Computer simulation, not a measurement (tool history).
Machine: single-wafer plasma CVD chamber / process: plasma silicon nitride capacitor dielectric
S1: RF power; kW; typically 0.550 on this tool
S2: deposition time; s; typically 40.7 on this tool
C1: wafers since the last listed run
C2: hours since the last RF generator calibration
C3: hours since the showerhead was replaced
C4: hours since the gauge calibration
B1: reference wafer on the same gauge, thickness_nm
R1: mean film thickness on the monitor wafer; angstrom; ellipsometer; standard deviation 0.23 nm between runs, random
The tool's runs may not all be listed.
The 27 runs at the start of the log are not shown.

run 28 day=76.633 | S1=0.585 S2=37.3 | C1=1421 C2=45.8 C3=5149.2 C4=141.7 | B1=66.817 | R1=612.62
run 29 day=79.225 | S1=0.650 S2=32.9 | C1=2167 C2=108.0 C3=5211.4 C4=203.9 | B1=66.828 | R1=548.50
run 30 day=81.446 | S1=0.550 S2=40.7 | C1=1857 C2=161.3 C3=5264.7 C4=257.2 | B1=66.803 | R1=655.51
run 31 day=83.083 | S1=0.550 S2=36.3 | C1=1369 C2=200.6 C3=5304.0 C4=296.5 | B1=66.809 | R1=584.64
run 32 day=85.325 | S1=0.550 S2=40.7 | C1=1874 C2=254.4 C3=5357.8 C4=350.3 | B1=66.765 | R1=659.84
run 33 day=87.942 | S1=0.625 S2=40.7 | C1=2188 C2=317.2 C3=5420.6 C4=413.1 | B1=66.806 | R1=675.48
-- day=88.721 showerhead replaced
run 34 day=90.554 | S1=0.550 S2=40.7 | C1=1905 C2=379.9 C3=44.0 C4=475.8 | B1=66.755 | R1=656.03
run 35 day=92.600 | S1=0.550 S2=40.7 | C1=1710 C2=429.0 C3=93.1 C4=524.9 | B1=66.766 | R1=655.00
run 36 day=94.129 | S1=0.550 S2=48.0 | C1=1278 C2=465.7 C3=129.8 C4=561.6 | B1=66.795 | R1=774.03
run 37 day=96.521 | S1=0.640 S2=44.5 | C1=2000 C2=523.1 C3=187.2 C4=619.0 | B1=66.784 | R1=739.81
run 38 day=98.550 | S1=0.620 S2=44.5 | C1=1696 C2=571.8 C3=235.9 C4=667.7 | B1=66.786 | R1=729.26
run 39 day=100.333 | S1=0.550 S2=46.7 | C1=1491 C2=614.6 C3=278.7 C4=710.5 | B1=66.838 | R1=750.50
run 40 day=101.558 | S1=0.550 S2=40.7 | C1=1024 C2=644.0 C3=308.1 C4=739.9 | B1=66.779 | R1=656.54
run 41 day=103.025 | S1=0.550 S2=40.7 | C1=1226 C2=679.2 C3=343.3 C4=775.1 | B1=66.795 | R1=651.13
run 42 day=104.904 | S1=0.590 S2=34.8 | C1=1571 C2=724.3 C3=388.4 C4=820.2 | B1=66.805 | R1=565.71
run 43 day=106.292 | S1=0.470 S2=33.0 | C1=1160 C2=757.6 C3=421.7 C4=853.5 | B1=66.813 | R1=514.28
run 44 day=109.158 | S1=0.630 S2=38.6 | C1=2397 C2=826.4 C3=490.5 C4=922.3 | B1=66.769 | R1=635.36
run 45 day=111.425 | S1=0.550 S2=40.7 | C1=1895 C2=880.8 C3=544.9 C4=976.7 | B1=66.806 | R1=651.54

Alternative continuations, all from the tool just after run 45; predict every row:
run A day=111.442 | S1=0.550 S2=47.6 | C1=13 C2=881.2 C3=545.3 C4=977.1 | B1=? | R1=?
run B day=111.442 | S1=0.440 S2=37.0 | C1=13 C2=881.2 C3=545.3 C4=977.1 | B1=? | R1=?
run C day=111.442 | S1=0.470 S2=36.0 | C1=13 C2=881.2 C3=545.3 C4=977.1 | B1=? | R1=?

run=A B1=66.820 R1=761.46
run=B B1=66.820 R1=565.11
run=C B1=66.820 R1=557.23
What these runs would have given with no unlogged condition in the tool:
run=A R1=768.48
run=B R1=570.31
run=C R1=562.36
